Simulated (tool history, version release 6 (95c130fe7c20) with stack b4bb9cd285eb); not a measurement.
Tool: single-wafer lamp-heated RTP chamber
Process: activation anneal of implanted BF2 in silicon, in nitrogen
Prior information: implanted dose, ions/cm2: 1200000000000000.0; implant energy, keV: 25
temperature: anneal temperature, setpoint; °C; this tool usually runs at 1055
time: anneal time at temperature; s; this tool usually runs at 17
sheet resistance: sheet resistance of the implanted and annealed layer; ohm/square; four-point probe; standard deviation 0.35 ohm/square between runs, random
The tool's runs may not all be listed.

run,hour,temperature,time,"read-back reference wafer on the same gauge, sheet resistance",sheet resistance
1,0.0,1055,17,138.05,124.92
2,9.1,1067,22,138.02,115.21
3,24.4,1055,17,138.01,124.36
4,34.8,1055,17,137.92,124.11
5,43.2,1055,17,137.99,124.45
6,58.9,1055,9,138.00,133.17
7,73.9,1042,17,137.97,131.41
8,82.0,1055,17,138.00,124.06
9,91.4,1055,17,137.97,123.82
10,102.9,1055,17,138.02,122.93
# hour 113.6: gauge calibrated
# hour 123.9: pyrometer window cleaned and pyrometer calibrated
11,124.4,1055,17,137.97,124.97
12,131.7,1055,17,137.96,124.98
13,139.5,1055,17,138.03,124.72
14,153.2,1037,17,138.03,134.76
15,162.9,1037,17,138.13,134.94
16,170.1,1037,17,138.00,134.48
17,186.7,1055,17,138.00,123.53
18,198.9,1067,27,138.04,111.00
19,216.3,1055,17,138.05,123.31
20,225.6,1032,17,138.05,136.29
# hour 245.7: pyrometer window cleaned and pyrometer calibrated
21,246.2,1046,27,137.94,123.12
22,250.3,1079,11,138.00,119.14
23,257.2,1055,25,137.99,119.49
24,264.4,1079,11,137.99,118.94
# hour 279.8: reflector plate cleaned
25,280.3,1055,17,137.96,124.72
26,288.3,1036,11,137.99,143.70
27,296.9,1037,22,137.99,130.58
28,303.4,1068,10,137.99,125.03
29,309.5,1055,17,138.08,123.81
30,318.8,1055,17,138.00,124.89
31,328.2,1071,20,138.06,113.69
32,344.8,1071,23,137.97,111.08
33,356.5,1064,17,137.99,118.69
34,369.6,1076,11,138.06,119.43
# hour 380.4: pyrometer window cleaned and pyrometer calibrated
35,382.1,1039,22,138.00,130.32
# hour 393.3: gauge calibrated
36,398.8,1068,8,138.00,128.12
37,409.9,1065,14,137.97,121.98

Measured result minus the same run's result without the hidden state. Both carry the same run-to-run variation, though not necessarily the same gauge scatter:
Hidden state present: true wafer temperature minus pyrometer reading, K; wafer temperature error from the tarnished reflector plate, K; gauge reads high (%).
run,sheet resistance
1,-0.29
2,-0.38
3,-0.72
4,-0.90
5,-1.06
6,-1.40
7,-1.71
8,-1.73
9,-1.90
10,-2.08
11,-0.31
12,-0.43
13,-0.57
14,-0.91
15,-1.12
16,-1.26
17,-1.40
18,-1.27
19,-1.92
20,-2.48
21,-0.06
22,-0.11
23,-0.25
24,-0.31
25,-0.67
26,-1.04
27,-1.02
28,-0.98
29,-1.18
30,-1.35
31,-1.22
32,-1.39
33,-1.84
34,-1.83
35,-0.26
36,-0.49
37,-0.68
